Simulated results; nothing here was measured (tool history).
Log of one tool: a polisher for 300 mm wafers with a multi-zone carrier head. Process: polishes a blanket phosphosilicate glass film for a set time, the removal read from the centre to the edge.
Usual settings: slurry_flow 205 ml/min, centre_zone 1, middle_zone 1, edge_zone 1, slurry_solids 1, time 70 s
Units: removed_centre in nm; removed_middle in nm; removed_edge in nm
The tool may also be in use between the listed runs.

run	day	slurry_flow	centre_zone	middle_zone	edge_zone	slurry_solids	time	wafers since the last listed run	wafers polished on this pad	hours since the slurry nozzle was cleaned	hours since the centre zone pressure was calibrated	hours since the edge zone pressure was calibrated	hours since the carrier head's membrane was replaced	incoming thickness of the incoming film, nm	removed_centre	removed_middle	removed_edge
1	0	160	1	1	1	1	70	0	1821	187.5	383.6	372.7	729.4	3079.6	426.2	424	451.1
# day 1.35: worn pad replaced by a new one
2	2.962	160	1	1	1	1	70	589	339	258.6	454.7	443.8	800.5	3087.7	411.2	418.1	437.2
3	6.317	160	1	1	1	1	70	706	1046	339.1	535.2	524.3	881	3045.4	390.6	406.5	424.7
4	8.979	205	1	1	1	1	70	560	1607	403	599.1	588.2	944.9	3059.8	406.7	430	444.6
5	10.521	205	1	1	1	1	70	324	1931	440	636.1	625.2	981.9	3106.4	404.7	416.8	421.8
# day 10.892: slurry nozzle cleaned
# day 10.954: worn pad replaced by a new one
6	19.871	205	1	1	1	1	70	1948	1878	215.5	860.5	849.6	1206.3	3117.1	435.9	454	454.9
7	21.792	205	1	1	1	1	70	404	2283	261.6	906.6	895.7	1252.4	3077.7	440.1	442.2	451.9
# day 22.042: worn pad replaced by a new one, of another model than before
# day 22.838: carrier head's membrane replaced by a new one
8	23.796	205	1	1.08	1	1	70	343	325	309.7	954.7	943.8	23	3129.9	448	486.1	458.9
9	25.458	205	1	1	1	1	70	350	675	349.6	994.6	983.7	62.9	3104.5	441.6	449.2	457.9
# day 25.938: slurry nozzle cleaned
10	29.521	205	1	1	1	1.1	70	847	1522	86	1092.1	1081.2	160.4	3162.6	472.6	476.6	479.9
11	32.154	205	1	1	1	1	70	554	2077	149.2	1155.3	1144.4	223.6	3137.3	452.3	467.7	470.2
# day 32.904: worn pad replaced by a new one
12	36.062	150	1	1	1	1	70	788	665	243	1249.1	1238.2	317.4	3160.3	438.9	442.7	453
# day 37.554: edge zone pressure recalibrated
# day 38.571: centre zone pressure recalibrated
13	38.658	270	1	0.96	1.06	0.7	70	511	1177	305.3	2.1	26.5	379.7	3043	412.6	400.2	437.8
# day 43.125: worn pad replaced by a new one
# day 44.854: slurry nozzle cleaned
14	45.096	205	1	1	1	1	70	1312	406	5.8	156.6	181	534.2	3099.7	464.1	471.7	471.5
15	48.933	205	0.93	1.03	1	1	70	808	1214	97.9	248.7	273.1	626.3	3174.8	424	480.1	463.4
16	50.896	205	1	1	1	1	70	413	1627	145	295.8	320.2	673.4	3109.8	460.5	458.6	473.8
17	52.571	205	1	1	1	1	60	352	1980	185.2	336	360.4	713.6	3118.6	387.2	395.2	386.5
18	54.671	205	1	1.08	1	1	88	442	2423	235.6	386.4	410.8	764	3183.8	558.4	612.8	582.9

How the hidden state differs across the entries between the runs, from the last listed run before each to the first after it:
Between runs 1 and 2: worn pad replaced by a new one (day 1.35)
  slurry flow missing at the pad, %: 18.7 -> 25.4
  measured less the result without the state, removed_centre: -23.5 -> -34.4 nm; removed_middle: -20.5 -> -30.5 nm; removed_edge: -15.4 -> -22.3 nm
Between runs 5 and 6: slurry nozzle cleaned (day 10.892); worn pad replaced by a new one (day 10.954)
  slurry flow missing at the pad, %: 42.5 -> 20.9
  measured less the result without the state, removed_centre: -59.8 -> -20.9 nm; removed_middle: -53.9 -> -19.3 nm; removed_edge: -38.1 -> -14 nm
Between runs 7 and 8: worn pad replaced by a new one, of another model than before (day 22.042); carrier head's membrane replaced by a new one (day 22.838)
  slurry flow missing at the pad, %: 25.2 -> 29.8
  measured less the result without the state, removed_centre: -27.4 -> -16.2 nm; removed_middle: -24.3 -> -15.6 nm; removed_edge: -17.9 -> -10.8 nm
Between runs 9 and 10: slurry nozzle cleaned (day 25.938)
  slurry flow missing at the pad, %: 33.5 -> 9.27
  measured less the result without the state, removed_centre: -18.6 -> -4.6 nm; removed_middle: -16.7 -> -4.1 nm; removed_edge: -12.4 -> -3 nm
Between runs 11 and 12: worn pad replaced by a new one (day 32.904)
  slurry flow missing at the pad, %: 15.2 -> 24.1
  measured less the result without the state, removed_centre: -7.4 -> -14.7 nm; removed_middle: -6.9 -> -13.1 nm; removed_edge: -5.1 -> -9.6 nm
Between runs 12 and 13: edge zone pressure recalibrated (day 37.554); centre zone pressure recalibrated (day 38.571)
  slurry flow missing at the pad, %: 24.1 -> 29.9
  measured less the result without the state, removed_centre: -14.7 -> -12.4 nm; removed_middle: -13.1 -> -10.8 nm; removed_edge: -9.6 -> -8.8 nm
Between runs 13 and 14: worn pad replaced by a new one (day 43.125); slurry nozzle cleaned (day 44.854)
  slurry flow missing at the pad, %: 29.9 -> 4.97
  measured less the result without the state, removed_centre: -12.4 -> -2.3 nm; removed_middle: -10.8 -> -2.1 nm; removed_edge: -8.8 -> -1.6 nm

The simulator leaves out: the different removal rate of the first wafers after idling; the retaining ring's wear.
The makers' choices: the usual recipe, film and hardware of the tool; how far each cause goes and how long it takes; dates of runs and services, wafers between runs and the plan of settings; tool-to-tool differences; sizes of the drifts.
